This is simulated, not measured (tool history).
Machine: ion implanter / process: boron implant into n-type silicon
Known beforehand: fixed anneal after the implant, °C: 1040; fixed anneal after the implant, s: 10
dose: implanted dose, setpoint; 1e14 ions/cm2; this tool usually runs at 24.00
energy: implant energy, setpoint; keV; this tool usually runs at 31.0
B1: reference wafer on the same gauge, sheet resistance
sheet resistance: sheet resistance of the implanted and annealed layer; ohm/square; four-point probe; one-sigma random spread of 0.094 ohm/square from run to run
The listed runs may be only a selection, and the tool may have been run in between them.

run 1 hour=0.0 | dose=24.00 energy=31.0 | B1=51.00 | sheet_resistance=53.99
run 2 hour=10.9 | dose=29.15 energy=31.0 | B1=51.01 | sheet_resistance=47.85
run 3 hour=24.9 | dose=29.15 energy=31.0 | B1=50.99 | sheet_resistance=47.74
run 4 hour=38.1 | dose=28.25 energy=31.0 | B1=50.97 | sheet_resistance=48.55
run 5 hour=55.9 | dose=28.25 energy=31.0 | B1=51.00 | sheet_resistance=48.61
run 6 hour=69.7 | dose=28.08 energy=31.0 | B1=51.01 | sheet_resistance=48.88
run 7 hour=78.9 | dose=24.00 energy=31.0 | B1=51.00 | sheet_resistance=53.96
run 8 hour=92.1 | dose=24.00 energy=31.0 | B1=51.01 | sheet_resistance=54.06
run 9 hour=95.1 | dose=24.00 energy=31.0 | B1=51.01 | sheet_resistance=54.02
run 10 hour=116.4 | dose=24.00 energy=24.5 | B1=51.01 | sheet_resistance=53.29
run 11 hour=126.4 | dose=24.00 energy=24.5 | B1=51.01 | sheet_resistance=53.27
run 12 hour=136.6 | dose=24.00 energy=31.0 | B1=51.02 | sheet_resistance=50.45
run 13 hour=144.2 | dose=24.00 energy=31.0 | B1=51.01 | sheet_resistance=50.55
run 14 hour=159.5 | dose=30.92 energy=38.5 | B1=51.02 | sheet_resistance=41.58
run 15 hour=168.9 | dose=28.35 energy=39.0 | B1=51.00 | sheet_resistance=43.55
run 16 hour=185.3 | dose=24.00 energy=36.5 | B1=51.01 | sheet_resistance=50.97
run 17 hour=198.6 | dose=29.15 energy=31.0 | B1=51.00 | sheet_resistance=46.75
run 18 hour=206.5 | dose=20.57 energy=37.0 | B1=51.03 | sheet_resistance=57.27
run 19 hour=218.0 | dose=24.00 energy=38.5 | B1=51.01 | sheet_resistance=50.82
run 20 hour=234.6 | dose=24.00 energy=34.5 | B1=50.98 | sheet_resistance=51.71
run 21 hour=248.0 | dose=18.77 energy=22.5 | B1=51.00 | sheet_resistance=65.82
run 22 hour=261.8 | dose=20.01 energy=39.5 | B1=50.99 | sheet_resistance=58.28
run 23 hour=276.1 | dose=28.70 energy=39.5 | B1=51.00 | sheet_resistance=44.87
run 24 hour=291.0 | dose=29.09 energy=20.0 | B1=51.02 | sheet_resistance=53.77

The log once held 4 entries between its listed runs, left out of this copy. Where does each go, and what is different about the tool's unlogged condition between the listed run before it and the listed run after it?
Run 7 -> run 8: extraction supply calibrated (hour 91.6)
  deviation of the true dose from the Faraday cup's reading, %: -4.03 -> -4.04
  measured result minus the result with no hidden state, sheet resistance: +1.47 -> +1.47 ohm/square
Run 9 -> run 10: Faraday cup replaced and dose calibrated (hour 115.9)
  deviation of the true dose from the Faraday cup's reading, %: -4.04 -> 6.51
  measured result minus the result with no hidden state, sheet resistance: +1.47 -> -1.90 ohm/square
Run 12 -> run 13: gauge calibrated (hour 137.7)
  deviation of the true dose from the Faraday cup's reading, %: 6.31 -> 6.24
  measured result minus the result with no hidden state, sheet resistance: -2.02 -> -2.01 ohm/square
Run 15 -> run 16: Faraday cup replaced and dose calibrated, repeated, since the last time left the tool worse (hour 181.3)
  deviation of the true dose from the Faraday cup's reading, %: 6.02 -> 0.0806
  measured result minus the result with no hidden state, sheet resistance: -1.61 -> -0.03 ohm/square
